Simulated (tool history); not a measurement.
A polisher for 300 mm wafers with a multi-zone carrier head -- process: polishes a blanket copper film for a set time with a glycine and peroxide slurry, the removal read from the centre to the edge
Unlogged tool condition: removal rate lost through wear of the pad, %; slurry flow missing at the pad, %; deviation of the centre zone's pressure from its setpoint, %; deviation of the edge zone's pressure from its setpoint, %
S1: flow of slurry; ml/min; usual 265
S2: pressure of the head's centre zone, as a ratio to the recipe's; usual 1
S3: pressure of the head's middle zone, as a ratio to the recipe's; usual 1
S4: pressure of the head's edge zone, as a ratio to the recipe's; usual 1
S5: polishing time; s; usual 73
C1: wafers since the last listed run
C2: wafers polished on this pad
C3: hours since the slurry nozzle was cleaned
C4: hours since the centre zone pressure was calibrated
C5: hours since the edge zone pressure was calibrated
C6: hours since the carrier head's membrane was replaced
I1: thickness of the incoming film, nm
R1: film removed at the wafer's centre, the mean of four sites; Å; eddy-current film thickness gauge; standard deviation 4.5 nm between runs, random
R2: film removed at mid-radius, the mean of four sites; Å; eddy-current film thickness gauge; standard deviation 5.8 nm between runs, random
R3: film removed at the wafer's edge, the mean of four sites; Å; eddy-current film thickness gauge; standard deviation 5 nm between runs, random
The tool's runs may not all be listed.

Run 1, hour 0: usual settings; C1 0; C2 250; C3 326; C4 1131; C5 883.9; C6 1900.2; I1 1053.3. Result: R1 4191 Å, R2 4119 Å, R3 4075 Å.
Run 2, hour 15.5: usual settings but S1 235 ml/min, S5 60 s; C1 141; C2 392; C3 341.5; C4 1146.5; C5 899.4; C6 1915.7; I1 1066.6. Result: R1 3415 Å, R2 3361 Å, R3 3345 Å.
At hour 32.3: worn pad replaced by a new one.
Run 3, hour 33.6: usual settings but S1 235 ml/min, S5 60 s; C1 129; C2 12; C3 359.6; C4 1164.6; C5 917.5; C6 1933.8; I1 1058.1. Result: R1 3445 Å, R2 3518 Å, R3 3491 Å.
Run 4, hour 46.2: usual settings but S1 235 ml/min, S5 60 s; C1 115; C2 127; C3 372.2; C4 1177.2; C5 930.1; C6 1946.4; I1 1069.6. Result: R1 3372 Å, R2 3475 Å, R3 3382 Å.
At hour 63.5: carrier head's membrane replaced by a new one.
Run 5, hour 64: usual settings; C1 117; C2 244; C3 390; C4 1195; C5 947.9; C6 0.5; I1 1071.3. Result: R1 4112 Å, R2 4210 Å, R3 4168 Å.
At hour 71.4: centre zone pressure recalibrated.
Run 6, hour 71.9: usual settings; C1 53; C2 298; C3 397.9; C4 0.5; C5 955.8; C6 8.4; I1 1067.1. Result: R1 4201 Å, R2 4161 Å, R3 4116 Å.
Run 7, hour 82.2: usual settings; C1 94; C2 392; C3 408.2; C4 10.8; C5 966.1; C6 18.7; I1 1052.4. Result: R1 4071 Å, R2 4125 Å, R3 4003 Å.
At hour 87.1: slurry nozzle cleaned.
Run 8, hour 92: usual settings but S1 340 ml/min, S2 0.89; C1 80; C2 473; C3 4.9; C4 20.6; C5 975.9; C6 28.5; I1 1073. Result: R1 3670 Å, R2 4146 Å, R3 4180 Å.
At hour 102.1: worn pad replaced by a new one.
Run 9, hour 104.2: usual settings; C1 75; C2 18; C3 17.1; C4 32.8; C5 988.1; C6 40.7; I1 1071.1. Result: R1 4321 Å, R2 4316 Å, R3 4138 Å.
Run 10, hour 115.8: usual settings but S5 66 s; C1 106; C2 125; C3 28.7; C4 44.4; C5 999.7; C6 52.3; I1 1074.2. Result: R1 3761 Å, R2 3766 Å, R3 3785 Å.
At hour 121.1: edge zone pressure recalibrated.
Run 11, hour 128.2: usual settings but S1 350 ml/min, S2 1.1, S3 0.94, S4 1.06; C1 95; C2 220; C3 41.1; C4 56.8; C5 7.1; C6 64.7; I1 1069.9. Result: R1 4696 Å, R2 4210 Å, R3 4343 Å.
Run 12, hour 143.1: usual settings; C1 136; C2 356; C3 56; C4 71.7; C5 22; C6 79.6; I1 1070.8. Result: R1 4161 Å, R2 4162 Å, R3 4102 Å.
At hour 177.1: worn pad replaced by a new one.
Run 13, hour 179.9: usual settings but S1 305 ml/min, S5 97 s; C1 300; C2 26; C3 92.8; C4 108.5; C5 58.8; C6 116.4; I1 1085.6. Result: R1 5728 Å, R2 5670 Å, R3 5561 Å.
Run 14, hour 196.5: usual settings but S1 340 ml/min, S2 0.89; C1 151; C2 177; C3 109.4; C4 125.1; C5 75.4; C6 133; I1 1079.4. Result: R1 3775 Å, R2 4141 Å, R3 4265 Å.

5 ways to go on from here, each from the tool as it stands after run 14. What would each give?
Run A, hour 196.9: usual settings; C1 3; C2 181; C3 109.8; C4 125.5; C5 75.8; C6 133.4; I1 1061.4. Result: R1 ?, R2 ?, R3 ?.
Run B, hour 196.9: usual settings but S1 325 ml/min, S3 1.12, S4 1.1; C1 3; C2 181; C3 109.8; C4 125.5; C5 75.8; C6 133.4; I1 1061.4. Result: R1 ?, R2 ?, R3 ?.
Run C, hour 196.9: usual settings but S3 1.05; C1 3; C2 181; C3 109.8; C4 125.5; C5 75.8; C6 133.4; I1 1061.4. Result: R1 ?, R2 ?, R3 ?.
Run D, hour 196.9: usual settings but S5 61 s; C1 3; C2 181; C3 109.8; C4 125.5; C5 75.8; C6 133.4; I1 1061.4. Result: R1 ?, R2 ?, R3 ?.
Run E, hour 196.9: usual settings but S1 310 ml/min, S3 0.91, S5 47 s; C1 3; C2 181; C3 109.8; C4 125.5; C5 75.8; C6 133.4; I1 1061.4. Result: R1 ?, R2 ?, R3 ?.

run    R1    R2    R3
  A  4226  4210  4258
  B  4298  4544  4508
  C  4227  4322  4256
  D  3532  3518  3558
  E  2754  2611  2767
With the hidden condition removed and each run's random variation left untouched, the same runs would have given:
run    R1    R2    R3
  A  4299  4283  4331
  B  4372  4623  4586
  C  4300  4397  4330
  D  3593  3579  3619
  E  2802  2656  2815

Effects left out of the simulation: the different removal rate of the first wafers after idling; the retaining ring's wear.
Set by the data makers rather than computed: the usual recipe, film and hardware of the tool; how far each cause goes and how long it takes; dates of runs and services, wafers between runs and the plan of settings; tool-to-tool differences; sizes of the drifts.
